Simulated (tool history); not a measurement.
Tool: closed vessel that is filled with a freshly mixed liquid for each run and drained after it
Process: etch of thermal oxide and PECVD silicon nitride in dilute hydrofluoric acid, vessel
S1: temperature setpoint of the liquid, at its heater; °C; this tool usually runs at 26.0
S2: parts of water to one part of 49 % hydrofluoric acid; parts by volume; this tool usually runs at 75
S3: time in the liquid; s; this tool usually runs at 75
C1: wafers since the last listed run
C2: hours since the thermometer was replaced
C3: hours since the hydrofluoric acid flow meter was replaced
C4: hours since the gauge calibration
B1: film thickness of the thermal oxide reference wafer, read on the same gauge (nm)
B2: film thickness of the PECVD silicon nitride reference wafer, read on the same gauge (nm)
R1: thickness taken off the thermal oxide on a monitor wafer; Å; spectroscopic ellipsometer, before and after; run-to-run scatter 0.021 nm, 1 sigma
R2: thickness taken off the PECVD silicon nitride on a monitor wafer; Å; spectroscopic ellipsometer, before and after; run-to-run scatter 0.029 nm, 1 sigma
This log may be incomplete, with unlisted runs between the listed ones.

run,hour,S1,S2,S3,C1,C2,C3,C4,B1,B2,R1,R2
1,0.0,26.0,75,40,0,2012.8,1036.4,287.8,60.01,149.963,23.6,13.44
2,34.1,26.0,75,40,2615,2046.9,1070.5,321.9,59.99,149.939,23.7,13.33
# hour 42.3: thermometer replaced
3,61.8,26.0,55,75,2047,19.5,1098.2,349.6,59.97,149.997,69.4,41.33
4,81.7,26.0,75,75,1526,39.4,1118.1,369.5,60.01,150.006,49.5,29.80
5,117.4,26.0,75,75,2737,75.1,1153.8,405.2,60.03,149.998,49.6,29.78
6,130.6,26.0,75,75,1012,88.3,1167.0,418.4,60.02,149.968,49.4,30.39
7,161.3,26.0,75,75,2354,119.0,1197.7,449.1,60.06,150.008,49.7,30.20
# hour 169.0: hydrofluoric acid flow meter replaced
8,194.6,26.0,105,115,2476,152.3,25.6,482.4,60.00,149.974,51.8,32.35
9,207.5,26.0,75,75,989,165.2,38.5,495.3,59.94,149.981,49.6,29.95
10,235.6,26.0,45,75,2154,193.3,66.6,523.4,59.98,149.998,85.9,48.79
11,268.4,26.0,75,75,2515,226.1,99.4,556.2,60.02,150.005,49.1,29.89
12,297.2,22.5,95,45,2208,254.9,128.2,585.0,60.03,149.983,19.6,11.24
# hour 304.4: gauge calibrated
13,314.6,26.0,100,40,1334,272.3,145.6,10.2,59.99,150.069,19.1,11.87
14,345.9,26.0,75,75,2400,303.6,176.9,41.5,59.99,149.971,49.0,29.52
15,359.0,21.5,75,75,1004,316.7,190.0,54.6,60.04,150.000,40.8,21.79
16,380.8,23.5,40,75,1671,338.5,211.8,76.4,60.02,150.013,86.8,46.30
17,415.9,30.0,105,75,2691,373.6,246.9,111.5,60.00,149.999,39.1,27.42
18,436.3,27.5,60,105,1564,394.0,267.3,131.9,60.02,150.033,93.0,55.97
19,454.1,22.5,75,35,1365,411.8,285.1,149.7,60.03,150.030,19.7,10.98
20,529.0,30.0,75,35,5743,486.7,360.0,224.6,59.94,150.006,26.6,17.57
21,558.8,26.0,75,75,2285,516.5,389.8,254.4,60.00,149.981,48.4,29.01
22,576.2,26.0,90,30,1334,533.9,407.2,271.8,60.03,150.005,15.9,9.70
23,597.6,26.0,95,75,1641,555.3,428.6,293.2,60.04,149.986,37.0,23.12
24,614.9,23.0,45,50,1326,572.6,445.9,310.5,60.05,149.999,49.5,26.21
25,628.6,26.0,75,75,1050,586.3,459.6,324.2,59.99,149.973,48.4,28.32
26,644.5,22.0,45,105,1219,602.2,475.5,340.1,60.01,149.976,99.7,51.02
27,656.9,28.5,50,120,950,614.6,487.9,352.5,60.01,149.988,132.3,82.27

Measured less the same run without the tool's hidden state. The same run-to-run variation is in both; the gauge's scatter may not be:
Hidden state present: liquid colder than its thermometer reads (K); hydrofluoric acid flow below the setpoint (%); gauge reads high (%).
run,R1,R2
1,-3.1,-3.01
2,-3.2,-3.01
3,-0.6,-0.56
4,-0.4,-0.44
5,-0.5,-0.51
6,-0.6,-0.54
7,-0.6,-0.62
8,-0.7,-0.74
9,-0.7,-0.72
10,-1.4,-1.32
11,-0.9,-0.86
12,-0.4,-0.36
13,-0.4,-0.38
14,-1.0,-1.03
15,-0.9,-0.81
16,-2.0,-1.80
17,-0.9,-1.05
18,-2.4,-2.36
19,-0.5,-0.49
20,-0.8,-0.84
21,-1.6,-1.51
22,-0.5,-0.51
23,-1.1,-1.25
24,-1.8,-1.53
25,-1.7,-1.62
26,-3.7,-3.14
27,-4.7,-4.87
